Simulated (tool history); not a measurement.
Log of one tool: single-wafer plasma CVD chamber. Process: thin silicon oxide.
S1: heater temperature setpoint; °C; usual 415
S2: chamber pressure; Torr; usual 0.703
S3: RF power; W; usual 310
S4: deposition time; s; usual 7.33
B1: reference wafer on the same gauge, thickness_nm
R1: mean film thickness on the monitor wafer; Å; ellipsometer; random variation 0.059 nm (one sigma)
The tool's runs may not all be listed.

run     day   S1     S2   S3    S4      B1      R1
  1   0.000  415  0.703  310  7.33  10.998  123.79
  2   0.829  415  0.703  310  7.33  10.970  122.76
  3   1.633  415  0.703  310  7.33  10.991  123.51
  4   2.492  415  0.703  310  7.33  10.997  122.67
  5   3.854  415  0.703  310  7.33  10.991  123.02
  6   5.267  415  0.703  310  7.33  11.005  123.83
  7   5.812  415  0.703  310  7.33  10.990  122.16
  8   6.458  406  0.703  310  7.33  10.996  123.71
  9   7.342  406  0.703  310  7.33  10.993  124.11
      8.629  -- thermocouple changed; heater temperature recalibrated
 10   8.671  415  0.703  310  7.33  10.999  123.24
 11   9.858  415  0.837  310  7.33  10.994  145.02
 12  11.338  404  0.703  310  7.33  11.000  123.61
 13  11.850  424  0.872  310  7.33  10.996  148.88
 14  12.800  415  0.703  310  6.75  10.995  113.33
     13.288  -- RF generator calibrated
     13.396  -- gauge calibrated
     15.288  -- showerhead replaced
 15  15.829  408  0.611  255  5.91  11.003   82.38
 16  16.475  415  0.703  310  7.33  10.988  125.54
 17  17.083  415  0.871  335  7.33  11.003  159.26
 18  18.579  429  0.703  285  8.37  10.988  137.18
 19  19.358  415  0.608  285  8.03  10.999  115.23
     19.700  -- capacitance manometer re-zeroed and calibrated
 20  20.321  415  0.703  310  7.33  11.004  126.61
 21  21.804  415  0.703  310  7.33  10.998  124.91

Run 22 comes next. What will it give?
 22  23.179  425  0.654  365  5.95   ?   ?

Run 22 gave B1 11.008, R1 100.22 Å.
Without the tool's hidden state the same run would have given R1 101.78 Å.
